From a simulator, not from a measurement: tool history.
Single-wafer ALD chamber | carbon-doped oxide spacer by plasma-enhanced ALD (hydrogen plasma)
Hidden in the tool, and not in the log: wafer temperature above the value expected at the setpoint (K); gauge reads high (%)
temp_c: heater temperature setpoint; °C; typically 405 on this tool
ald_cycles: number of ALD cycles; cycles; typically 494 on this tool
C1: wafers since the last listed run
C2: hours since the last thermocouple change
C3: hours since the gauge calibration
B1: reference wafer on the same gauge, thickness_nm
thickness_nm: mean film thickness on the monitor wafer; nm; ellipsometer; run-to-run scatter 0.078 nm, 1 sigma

{"run": 1, "hour": 0.0, "temp_c": 396, "ald_cycles": 494, "C1": 0, "C2": 1198.7, "C3": 147.6, "B1": 25.611, "thickness_nm": 25.435}
{"run": 2, "hour": 15.2, "temp_c": 396, "ald_cycles": 494, "C1": 10, "C2": 1213.9, "C3": 162.8, "B1": 25.601, "thickness_nm": 25.243}
{"run": 3, "hour": 32.3, "temp_c": 405, "ald_cycles": 494, "C1": 12, "C2": 1231.0, "C3": 179.9, "B1": 25.597, "thickness_nm": 24.942}
{"run": 4, "hour": 49.5, "temp_c": 409, "ald_cycles": 494, "C1": 12, "C2": 1248.2, "C3": 197.1, "B1": 25.59, "thickness_nm": 24.806}
{"run": 5, "hour": 65.0, "temp_c": 409, "ald_cycles": 494, "C1": 11, "C2": 1263.7, "C3": 212.6, "B1": 25.614, "thickness_nm": 24.736}
{"run": 6, "hour": 77.1, "temp_c": 405, "ald_cycles": 494, "C1": 8, "C2": 1275.8, "C3": 224.7, "B1": 25.58, "thickness_nm": 24.896}
{"run": 7, "hour": 87.3, "temp_c": 405, "ald_cycles": 494, "C1": 7, "C2": 1286.0, "C3": 234.9, "B1": 25.622, "thickness_nm": 24.974}
{"run": 8, "hour": 106.1, "temp_c": 413, "ald_cycles": 527, "C1": 13, "C2": 1304.8, "C3": 253.7, "B1": 25.613, "thickness_nm": 25.971}
{"run": 9, "hour": 159.4, "temp_c": 413, "ald_cycles": 527, "C1": 37, "C2": 1358.1, "C3": 307.0, "B1": 25.609, "thickness_nm": 26.106}
{"run": 10, "hour": 169.8, "temp_c": 405, "ald_cycles": 494, "C1": 7, "C2": 1368.5, "C3": 317.4, "B1": 25.596, "thickness_nm": 24.91}
{"run": 11, "hour": 215.2, "temp_c": 405, "ald_cycles": 494, "C1": 32, "C2": 1413.9, "C3": 362.8, "B1": 25.599, "thickness_nm": 24.941}
{"run": 12, "hour": 225.0, "temp_c": 405, "ald_cycles": 494, "C1": 6, "C2": 1423.7, "C3": 372.6, "B1": 25.602, "thickness_nm": 24.958}
{"run": 13, "hour": 239.4, "temp_c": 405, "ald_cycles": 494, "C1": 10, "C2": 1438.1, "C3": 387.0, "B1": 25.601, "thickness_nm": 25.102}
{"run": 14, "hour": 252.4, "temp_c": 405, "ald_cycles": 494, "C1": 9, "C2": 1451.1, "C3": 400.0, "B1": 25.598, "thickness_nm": 25.008}
{"run": 15, "hour": 262.5, "temp_c": 405, "ald_cycles": 494, "C1": 7, "C2": 1461.2, "C3": 410.1, "B1": 25.598, "thickness_nm": 25.024}
{"run": 16, "hour": 275.6, "temp_c": 405, "ald_cycles": 494, "C1": 9, "C2": 1474.3, "C3": 423.2, "B1": 25.593, "thickness_nm": 25.039}
{"run": 17, "hour": 284.9, "temp_c": 405, "ald_cycles": 494, "C1": 6, "C2": 1483.6, "C3": 432.5, "B1": 25.599, "thickness_nm": 24.998}
{"run": 18, "hour": 291.0, "temp_c": 405, "ald_cycles": 494, "C1": 4, "C2": 1489.7, "C3": 438.6, "B1": 25.611, "thickness_nm": 24.895}
{"hour": 311.0, "done": "gauge calibrated"}
{"run": 19, "hour": 324.6, "temp_c": 414, "ald_cycles": 494, "C1": 23, "C2": 1523.3, "C3": 13.6, "B1": 25.609, "thickness_nm": 24.445}
{"run": 20, "hour": 341.5, "temp_c": 412, "ald_cycles": 494, "C1": 12, "C2": 1540.2, "C3": 30.5, "B1": 25.599, "thickness_nm": 24.42}
{"run": 21, "hour": 348.0, "temp_c": 412, "ald_cycles": 494, "C1": 4, "C2": 1546.7, "C3": 37.0, "B1": 25.599, "thickness_nm": 24.566}
{"run": 22, "hour": 363.5, "temp_c": 412, "ald_cycles": 494, "C1": 11, "C2": 1562.2, "C3": 52.5, "B1": 25.634, "thickness_nm": 24.484}
{"run": 23, "hour": 374.6, "temp_c": 397, "ald_cycles": 494, "C1": 7, "C2": 1573.3, "C3": 63.6, "B1": 25.585, "thickness_nm": 25.254}
{"run": 24, "hour": 386.2, "temp_c": 394, "ald_cycles": 416, "C1": 8, "C2": 1584.9, "C3": 75.2, "B1": 25.578, "thickness_nm": 21.341}
{"run": 25, "hour": 394.1, "temp_c": 396, "ald_cycles": 494, "C1": 5, "C2": 1592.8, "C3": 83.1, "B1": 25.593, "thickness_nm": 25.333}
{"run": 26, "hour": 409.4, "temp_c": 405, "ald_cycles": 494, "C1": 10, "C2": 1608.1, "C3": 98.4, "B1": 25.575, "thickness_nm": 24.905}
{"run": 27, "hour": 425.0, "temp_c": 419, "ald_cycles": 548, "C1": 11, "C2": 1623.7, "C3": 114.0, "B1": 25.612, "thickness_nm": 26.548}
{"run": 28, "hour": 436.6, "temp_c": 405, "ald_cycles": 494, "C1": 8, "C2": 1635.3, "C3": 125.6, "B1": 25.597, "thickness_nm": 25.13}
{"run": 29, "hour": 464.6, "temp_c": 419, "ald_cycles": 555, "C1": 19, "C2": 1663.3, "C3": 153.6, "B1": 25.597, "thickness_nm": 27.029}
{"run": 30, "hour": 476.9, "temp_c": 418, "ald_cycles": 541, "C1": 8, "C2": 1675.6, "C3": 165.9, "B1": 25.598, "thickness_nm": 26.531}
{"run": 31, "hour": 488.5, "temp_c": 414, "ald_cycles": 586, "C1": 8, "C2": 1687.2, "C3": 177.5, "B1": 25.619, "thickness_nm": 28.878}
{"run": 32, "hour": 506.6, "temp_c": 418, "ald_cycles": 526, "C1": 12, "C2": 1705.3, "C3": 195.6, "B1": 25.611, "thickness_nm": 25.594}
{"run": 33, "hour": 519.6, "temp_c": 412, "ald_cycles": 404, "C1": 9, "C2": 1718.3, "C3": 208.6, "B1": 25.588, "thickness_nm": 20.037}
{"hour": 529.8, "done": "thermocouple changed; heater temperature recalibrated"}
{"run": 34, "hour": 534.4, "temp_c": 418, "ald_cycles": 494, "C1": 4, "C2": 4.6, "C3": 223.4, "B1": 25.616, "thickness_nm": 24.046}
{"run": 35, "hour": 546.6, "temp_c": 412, "ald_cycles": 469, "C1": 8, "C2": 16.8, "C3": 235.6, "B1": 25.602, "thickness_nm": 23.152}
{"run": 36, "hour": 557.4, "temp_c": 410, "ald_cycles": 576, "C1": 7, "C2": 27.6, "C3": 246.4, "B1": 25.584, "thickness_nm": 28.651}
{"run": 37, "hour": 565.4, "temp_c": 410, "ald_cycles": 420, "C1": 5, "C2": 35.6, "C3": 254.4, "B1": 25.585, "thickness_nm": 20.992}
{"run": 38, "hour": 583.0, "temp_c": 401, "ald_cycles": 538, "C1": 12, "C2": 53.2, "C3": 272.0, "B1": 25.61, "thickness_nm": 27.493}
{"run": 39, "hour": 592.7, "temp_c": 392, "ald_cycles": 494, "C1": 6, "C2": 62.9, "C3": 281.7, "B1": 25.576, "thickness_nm": 25.364}
{"run": 40, "hour": 603.9, "temp_c": 412, "ald_cycles": 494, "C1": 7, "C2": 74.1, "C3": 292.9, "B1": 25.611, "thickness_nm": 24.491}
{"run": 41, "hour": 618.2, "temp_c": 393, "ald_cycles": 494, "C1": 10, "C2": 88.4, "C3": 307.2, "B1": 25.591, "thickness_nm": 25.367}
{"run": 42, "hour": 631.8, "temp_c": 405, "ald_cycles": 494, "C1": 9, "C2": 102.0, "C3": 320.8, "B1": 25.606, "thickness_nm": 24.98}
{"run": 43, "hour": 641.0, "temp_c": 409, "ald_cycles": 592, "C1": 6, "C2": 111.2, "C3": 330.0, "B1": 25.594, "thickness_nm": 29.511}
{"run": 44, "hour": 658.7, "temp_c": 405, "ald_cycles": 563, "C1": 12, "C2": 128.9, "C3": 347.7, "B1": 25.613, "thickness_nm": 28.518}
{"run": 45, "hour": 665.1, "temp_c": 397, "ald_cycles": 399, "C1": 4, "C2": 135.3, "C3": 354.1, "B1": 25.607, "thickness_nm": 20.373}

Consider 3 possible next runs. They are alternatives, not a sequence: every one starts from the tool as it was left by run 45. What does each give?
{"run": "A", "hour": 666.3, "temp_c": 411, "ald_cycles": 494, "C1": 0, "C2": 136.5, "C3": 355.3, "B1": "?", "thickness_nm": "?"}
{"run": "B", "hour": 666.3, "temp_c": 411, "ald_cycles": 419, "C1": 0, "C2": 136.5, "C3": 355.3, "B1": "?", "thickness_nm": "?"}
{"run": "C", "hour": 666.3, "temp_c": 417, "ald_cycles": 397, "C1": 0, "C2": 136.5, "C3": 355.3, "B1": "?", "thickness_nm": "?"}

run=A B1=25.597 thickness_nm=24.699
run=B B1=25.597 thickness_nm=20.949
run=C B1=25.597 thickness_nm=19.524
Stripped of hidden state, with their random variation kept, the same runs would have yielded:
run=A thickness_nm=24.699
run=B thickness_nm=20.949
run=C thickness_nm=19.524
